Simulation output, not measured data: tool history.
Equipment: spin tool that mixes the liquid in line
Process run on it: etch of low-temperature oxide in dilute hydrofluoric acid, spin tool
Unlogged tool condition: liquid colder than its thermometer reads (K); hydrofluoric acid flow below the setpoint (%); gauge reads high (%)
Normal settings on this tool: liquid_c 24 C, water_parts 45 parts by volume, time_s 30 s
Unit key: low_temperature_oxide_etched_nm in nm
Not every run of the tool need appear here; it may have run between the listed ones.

run	day	liquid_c	water_parts	time_s	wafers since the last listed run	hours since the thermometer was replaced	hours since the hydrofluoric acid flow meter was replaced	hours since the gauge calibration	read-back film thickness of the low-temperature oxide reference wafer, read on the same gauge (nm)	low_temperature_oxide_etched_nm
1	0	25.5	45	30	0	737.8	400.9	586	109.95	13.45
2	4.342	25.5	45	30	2220	842	505.1	690.2	110.01	13.33
3	6.833	25.5	45	30	1274	901.8	564.9	750	110.03	13.22
4	8.912	26	45	40	1063	951.7	614.8	799.9	110.01	18.25
5	10.533	24	60	30	828	990.6	653.7	838.8	110.05	9.1
6	14.729	24	60	30	2145	1091.3	754.4	939.5	109.98	9.09
7	17.092	24	60	30	1208	1148	811.1	996.2	110.01	9
8	20.446	24	45	35	1715	1228.5	891.6	1076.7	110.02	14.21
9	24.154	24	45	35	1896	1317.5	980.6	1165.7	110.03	14.06
10	28.429	24	45	30	2186	1420.1	1083.2	1268.3	110	11.81
# day 31.271: gauge calibrated
11	32.279	24	45	30	1968	1512.5	1175.6	24.2	109.99	11.71
12	36.038	27	35	45	1921	1602.7	1265.8	114.4	109.98	25.78
13	38.383	21.5	45	20	1199	1659	1322.1	170.7	110.04	7.04
14	42.038	20.5	25	30	1868	1746.7	1409.8	258.4	110.01	18.56
# day 45.05: thermometer replaced
15	46.025	19.5	25	15	2017	23.4	1505.5	354.1	109.96	9.48
# day 47.879: hydrofluoric acid flow meter replaced
16	49.633	25.5	45	20	1823	110	42.1	440.7	109.98	9.1
17	53.521	25.5	45	15	1988	203.3	135.4	534	110.02	6.94
18	55.025	24	45	30	769	239.4	171.5	570.1	110	12.97
19	58.829	24	55	30	1945	330.7	262.8	661.4	110	10.19
20	62.254	29	30	40	1751	412.9	345	743.6	110	30.95
21	64.992	24	35	15	1399	478.6	410.7	809.3	110.01	8.33
22	68.179	20.5	45	30	1630	555.1	487.2	885.8	109.99	10.65
23	71.55	25.5	45	30	1723	636	568.1	966.7	110.03	13.13

Each row is a separate what-if for the run after 23, all from the same tool condition, not one after another. Results?
A	71.567	21.5	45	30	8	636.4	568.5	967.1	?	?
B	71.567	24	45	45	8	636.4	568.5	967.1	?	?
C	71.567	24	50	30	8	636.4	568.5	967.1	?	?
D	71.567	24	40	50	8	636.4	568.5	967.1	?	?

run	read-back film thickness of the low-temperature oxide reference wafer, read on the same gauge (nm)	low_temperature_oxide_etched_nm
A	110.02	11.08
B	110.02	18.47
C	110.02	11.01
D	110.02	23.24
Without the tool's hidden state the same runs would have given:
run	low_temperature_oxide_etched_nm
A	12.25
B	20.4
C	12.16
D	25.67
